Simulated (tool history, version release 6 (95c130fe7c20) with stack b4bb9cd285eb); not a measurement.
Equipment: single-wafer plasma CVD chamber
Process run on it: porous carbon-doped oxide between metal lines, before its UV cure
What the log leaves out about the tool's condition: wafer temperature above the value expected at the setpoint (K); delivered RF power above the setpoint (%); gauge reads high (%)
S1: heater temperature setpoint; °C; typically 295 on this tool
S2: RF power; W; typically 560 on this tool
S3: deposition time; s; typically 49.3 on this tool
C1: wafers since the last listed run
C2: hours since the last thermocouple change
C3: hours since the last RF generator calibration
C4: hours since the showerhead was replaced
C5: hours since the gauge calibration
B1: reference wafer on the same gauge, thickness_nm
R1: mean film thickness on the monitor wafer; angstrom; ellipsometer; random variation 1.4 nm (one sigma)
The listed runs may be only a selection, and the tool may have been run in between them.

run 1 hour=0 | S1=292 S2=490 S3=49.3 | C1=0 C2=1722.9 C3=1877.5 C4=3260.6 C5=673.6 | B1=294.06 | R1=2784.46
run 2 hour=50.4 | S1=292 S2=490 S3=49.3 | C1=1126 C2=1773.3 C3=1927.9 C4=3311 C5=724 | B1=293.906 | R1=2818.88
run 3 hour=110.5 | S1=292 S2=490 S3=49.3 | C1=1342 C2=1833.4 C3=1988 C4=3371.1 C5=784.1 | B1=294.011 | R1=2804.92
run 4 hour=146.9 | S1=295 S2=560 S3=49.3 | C1=813 C2=1869.8 C3=2024.4 C4=3407.5 C5=820.5 | B1=294.224 | R1=2970.26
run 5 hour=213 | S1=295 S2=560 S3=49.3 | C1=1476 C2=1935.9 C3=2090.5 C4=3473.6 C5=886.6 | B1=293.897 | R1=2941.51
run 6 hour=262.9 | S1=295 S2=560 S3=49.3 | C1=1115 C2=1985.8 C3=2140.4 C4=3523.5 C5=936.5 | B1=293.879 | R1=2951.72
run 7 hour=321 | S1=295 S2=560 S3=49.3 | C1=1298 C2=2043.9 C3=2198.5 C4=3581.6 C5=994.6 | B1=293.954 | R1=2966.64
run 8 hour=364.6 | S1=295 S2=560 S3=49.3 | C1=974 C2=2087.5 C3=2242.1 C4=3625.2 C5=1038.2 | B1=293.843 | R1=2952.41
run 9 hour=414.9 | S1=295 S2=485 S3=49.3 | C1=1123 C2=2137.8 C3=2292.4 C4=3675.5 C5=1088.5 | B1=293.9 | R1=2722.4
run 10 hour=463.6 | S1=295 S2=485 S3=49.3 | C1=1088 C2=2186.5 C3=2341.1 C4=3724.2 C5=1137.2 | B1=293.957 | R1=2761.3
run 11 hour=491.9 | S1=295 S2=560 S3=49.3 | C1=632 C2=2214.8 C3=2369.4 C4=3752.5 C5=1165.5 | B1=293.949 | R1=2972.29
run 12 hour=644.5 | S1=285 S2=560 S3=49.3 | C1=3409 C2=2367.4 C3=2522 C4=3905.1 C5=1318.1 | B1=294.07 | R1=3185.98
-- hour=670.4 thermocouple changed; heater temperature recalibrated
run 13 hour=682.7 | S1=285 S2=560 S3=49.3 | C1=674 C2=12.3 C3=2560.2 C4=3943.3 C5=1356.3 | B1=294.226 | R1=3071.2
run 14 hour=743.5 | S1=295 S2=560 S3=49.3 | C1=1358 C2=73.1 C3=2621 C4=4004.1 C5=1417.1 | B1=294.026 | R1=2845.36
-- hour=768 showerhead replaced
-- hour=783.3 RF generator calibrated
run 15 hour=787.6 | S1=290 S2=590 S3=55.3 | C1=627 C2=117.2 C3=4.3 C4=19.6 C5=1461.2 | B1=293.858 | R1=3534.12
-- hour=813.7 gauge calibrated
run 16 hour=916.5 | S1=309 S2=635 S3=42.3 | C1=2880 C2=246.1 C3=133.2 C4=148.5 C5=102.8 | B1=294.054 | R1=2507.97
run 17 hour=962 | S1=295 S2=660 S3=41 | C1=1016 C2=291.6 C3=178.7 C4=194 C5=148.3 | B1=293.928 | R1=2693.14
run 18 hour=992.9 | S1=304 S2=560 S3=49.3 | C1=690 C2=322.5 C3=209.6 C4=224.9 C5=179.2 | B1=293.782 | R1=2784.11
run 19 hour=1026.7 | S1=295 S2=485 S3=41.4 | C1=755 C2=356.3 C3=243.4 C4=258.7 C5=213 | B1=293.79 | R1=2318.79
run 20 hour=1069.6 | S1=295 S2=560 S3=49.3 | C1=958 C2=399.2 C3=286.3 C4=301.6 C5=255.9 | B1=293.892 | R1=2971.43
run 21 hour=1098.1 | S1=283 S2=595 S3=49.3 | C1=636 C2=427.7 C3=314.8 C4=330.1 C5=284.4 | B1=293.923 | R1=3328.72
run 22 hour=1145.9 | S1=295 S2=560 S3=49.3 | C1=1068 C2=475.5 C3=362.6 C4=377.9 C5=332.2 | B1=293.756 | R1=2961.22
run 23 hour=1281.2 | S1=295 S2=560 S3=49.3 | C1=3023 C2=610.8 C3=497.9 C4=513.2 C5=467.5 | B1=293.766 | R1=2959.6
run 24 hour=1331.9 | S1=292 S2=490 S3=49.3 | C1=1132 C2=661.5 C3=548.6 C4=563.9 C5=518.2 | B1=293.857 | R1=2789.62
run 25 hour=1367 | S1=303 S2=560 S3=40.2 | C1=784 C2=696.6 C3=583.7 C4=599 C5=553.3 | B1=294.112 | R1=2311.66
run 26 hour=1430.5 | S1=283 S2=560 S3=53.5 | C1=1418 C2=760.1 C3=647.2 C4=662.5 C5=616.8 | B1=293.918 | R1=3465.08

List, for all runs, the conditions of the tool that the log does not record:
gauge reads high (%): 0, the same for each run
H1: wafer temperature above the value expected at the setpoint (K)
H2: delivered RF power above the setpoint (%)
run=1 H1=-4.32 H2=-8.11
run=2 H1=-4.45 H2=-8.16
run=3 H1=-4.6 H2=-8.22
run=4 H1=-4.69 H2=-8.26
run=5 H1=-4.86 H2=-8.32
run=6 H1=-4.99 H2=-8.36
run=7 H1=-5.14 H2=-8.41
run=8 H1=-5.25 H2=-8.44
run=9 H1=-5.38 H2=-8.47
run=10 H1=-5.51 H2=-8.51
run=11 H1=-5.58 H2=-8.52
run=12 H1=-5.97 H2=-8.61
run=13 H1=0.127 H2=-8.63
run=14 H1=-0.029 H2=-8.66
run=15 H1=-0.142 H2=-0.123
run=16 H1=-0.474 H2=-1.28
run=17 H1=-0.591 H2=-1.65
run=18 H1=-0.671 H2=-1.89
run=19 H1=-0.758 H2=-2.15
run=20 H1=-0.868 H2=-2.45
run=21 H1=-0.941 H2=-2.65
run=22 H1=-1.06 H2=-2.97
run=23 H1=-1.41 H2=-3.77
run=24 H1=-1.54 H2=-4.04
run=25 H1=-1.63 H2=-4.21
run=26 H1=-1.8 H2=-4.52

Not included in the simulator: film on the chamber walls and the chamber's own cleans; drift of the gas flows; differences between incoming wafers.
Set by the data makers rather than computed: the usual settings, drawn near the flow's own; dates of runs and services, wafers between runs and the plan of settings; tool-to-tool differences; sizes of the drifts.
